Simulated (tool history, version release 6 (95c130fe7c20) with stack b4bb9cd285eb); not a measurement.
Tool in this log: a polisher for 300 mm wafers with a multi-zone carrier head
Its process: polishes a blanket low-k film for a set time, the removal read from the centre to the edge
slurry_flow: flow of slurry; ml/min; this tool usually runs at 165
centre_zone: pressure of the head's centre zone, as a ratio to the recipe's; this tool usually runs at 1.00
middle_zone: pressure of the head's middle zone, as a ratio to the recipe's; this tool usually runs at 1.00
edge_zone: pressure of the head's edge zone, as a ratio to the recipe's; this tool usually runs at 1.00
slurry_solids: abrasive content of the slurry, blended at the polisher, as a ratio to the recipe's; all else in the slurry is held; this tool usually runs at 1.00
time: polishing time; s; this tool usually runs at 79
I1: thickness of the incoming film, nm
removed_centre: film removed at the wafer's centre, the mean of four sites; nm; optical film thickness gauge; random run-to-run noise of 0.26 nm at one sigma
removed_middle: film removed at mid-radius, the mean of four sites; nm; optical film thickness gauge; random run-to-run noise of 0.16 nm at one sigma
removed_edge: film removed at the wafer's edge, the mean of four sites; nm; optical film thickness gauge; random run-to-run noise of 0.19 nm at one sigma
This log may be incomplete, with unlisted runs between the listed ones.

run 1 hour=0.0 | slurry_flow=165 centre_zone=1.00 middle_zone=1.00 edge_zone=1.00 slurry_solids=1.00 time=79 | I1=447.7 | removed_centre=17.9 removed_middle=17.0 removed_edge=17.4
run 2 hour=42.4 | slurry_flow=165 centre_zone=1.00 middle_zone=1.00 edge_zone=1.00 slurry_solids=1.00 time=79 | I1=440.7 | removed_centre=17.7 removed_middle=17.4 removed_edge=17.7
run 3 hour=99.1 | slurry_flow=125 centre_zone=1.00 middle_zone=1.00 edge_zone=1.00 slurry_solids=1.00 time=79 | I1=457.0 | removed_centre=17.4 removed_middle=16.7 removed_edge=17.1
run 4 hour=151.5 | slurry_flow=165 centre_zone=1.00 middle_zone=1.00 edge_zone=1.00 slurry_solids=1.00 time=79 | I1=446.2 | removed_centre=17.7 removed_middle=17.3 removed_edge=17.2
run 5 hour=192.7 | slurry_flow=165 centre_zone=1.00 middle_zone=1.00 edge_zone=1.00 slurry_solids=1.00 time=79 | I1=451.3 | removed_centre=17.7 removed_middle=17.2 removed_edge=17.2
run 6 hour=259.9 | slurry_flow=165 centre_zone=1.00 middle_zone=1.00 edge_zone=1.00 slurry_solids=1.00 time=79 | I1=441.7 | removed_centre=17.5 removed_middle=17.1 removed_edge=17.4
run 7 hour=372.0 | slurry_flow=165 centre_zone=1.00 middle_zone=1.00 edge_zone=1.00 slurry_solids=1.00 time=99 | I1=450.4 | removed_centre=22.7 removed_middle=21.6 removed_edge=21.8
run 8 hour=427.5 | slurry_flow=165 centre_zone=1.00 middle_zone=1.00 edge_zone=0.95 slurry_solids=0.90 time=79 | I1=453.7 | removed_centre=17.3 removed_middle=16.6 removed_edge=16.2
run 9 hour=496.2 | slurry_flow=165 centre_zone=1.00 middle_zone=1.00 edge_zone=0.95 slurry_solids=0.90 time=79 | I1=449.3 | removed_centre=17.0 removed_middle=16.6 removed_edge=16.5
run 10 hour=546.5 | slurry_flow=180 centre_zone=1.00 middle_zone=0.88 edge_zone=1.00 slurry_solids=0.85 time=63 | I1=451.1 | removed_centre=13.2 removed_middle=11.5 removed_edge=13.1
run 11 hour=592.3 | slurry_flow=165 centre_zone=1.00 middle_zone=1.00 edge_zone=1.00 slurry_solids=1.00 time=79 | I1=448.2 | removed_centre=17.5 removed_middle=17.5 removed_edge=17.5
run 12 hour=659.0 | slurry_flow=165 centre_zone=1.00 middle_zone=1.00 edge_zone=1.00 slurry_solids=1.00 time=79 | I1=444.9 | removed_centre=18.2 removed_middle=17.1 removed_edge=17.1
run 13 hour=727.9 | slurry_flow=165 centre_zone=1.03 middle_zone=1.00 edge_zone=1.05 slurry_solids=1.10 time=95 | I1=455.8 | removed_centre=23.1 removed_middle=21.2 removed_edge=22.3
run 14 hour=764.3 | slurry_flow=165 centre_zone=1.00 middle_zone=1.00 edge_zone=1.00 slurry_solids=1.00 time=60 | I1=449.9 | removed_centre=13.8 removed_middle=13.2 removed_edge=13.4
run 15 hour=824.9 | slurry_flow=165 centre_zone=1.00 middle_zone=1.00 edge_zone=1.00 slurry_solids=0.90 time=79 | I1=448.7 | removed_centre=17.0 removed_middle=16.7 removed_edge=16.6
run 16 hour=878.1 | slurry_flow=165 centre_zone=1.00 middle_zone=1.00 edge_zone=0.92 slurry_solids=1.00 time=79 | I1=443.2 | removed_centre=17.5 removed_middle=17.4 removed_edge=17.2
run 17 hour=919.6 | slurry_flow=165 centre_zone=1.00 middle_zone=1.00 edge_zone=1.00 slurry_solids=1.00 time=79 | I1=450.9 | removed_centre=17.8 removed_middle=17.0 removed_edge=17.5
run 18 hour=980.2 | slurry_flow=225 centre_zone=1.06 middle_zone=0.91 edge_zone=1.00 slurry_solids=1.00 time=101 | I1=447.2 | removed_centre=25.6 removed_middle=20.9 removed_edge=23.1
run 19 hour=1019.7 | slurry_flow=165 centre_zone=1.00 middle_zone=1.00 edge_zone=0.91 slurry_solids=1.00 time=79 | I1=455.2 | removed_centre=18.2 removed_middle=17.4 removed_edge=16.5
run 20 hour=1061.6 | slurry_flow=165 centre_zone=1.00 middle_zone=1.00 edge_zone=0.89 slurry_solids=1.00 time=79 | I1=454.2 | removed_centre=17.8 removed_middle=16.8 removed_edge=16.4
run 21 hour=1090.4 | slurry_flow=185 centre_zone=1.00 middle_zone=1.00 edge_zone=1.11 slurry_solids=1.00 time=79 | I1=450.7 | removed_centre=18.1 removed_middle=17.7 removed_edge=18.2

The log once held 9 entries between its listed runs, left out of this copy. Where does each go, and what is different about the tool's unlogged condition between the listed run before it and the listed run after it?
Run 6 -> run 7: worn pad replaced by a new one (hour 271.0); slurry nozzle cleaned (hour 359.0)
  the hidden state is the same at both runs
Run 7 -> run 8: centre zone pressure recalibrated (hour 415.7)
  the hidden state is the same at both runs
Run 8 -> run 9: edge zone pressure recalibrated (hour 437.9); worn pad replaced by a new one (hour 482.8)
  the hidden state is the same at both runs
Run 12 -> run 13: worn pad replaced by a new one (hour 699.2)
  the hidden state is the same at both runs
Run 13 -> run 14: carrier head's membrane replaced by a new one (hour 739.9)
  the hidden state is the same at both runs
Run 16 -> run 17: worn pad replaced by a new one (hour 919.1)
  the hidden state is the same at both runs
Run 19 -> run 20: edge zone pressure recalibrated (hour 1051.4)
  the hidden state is the same at both runs
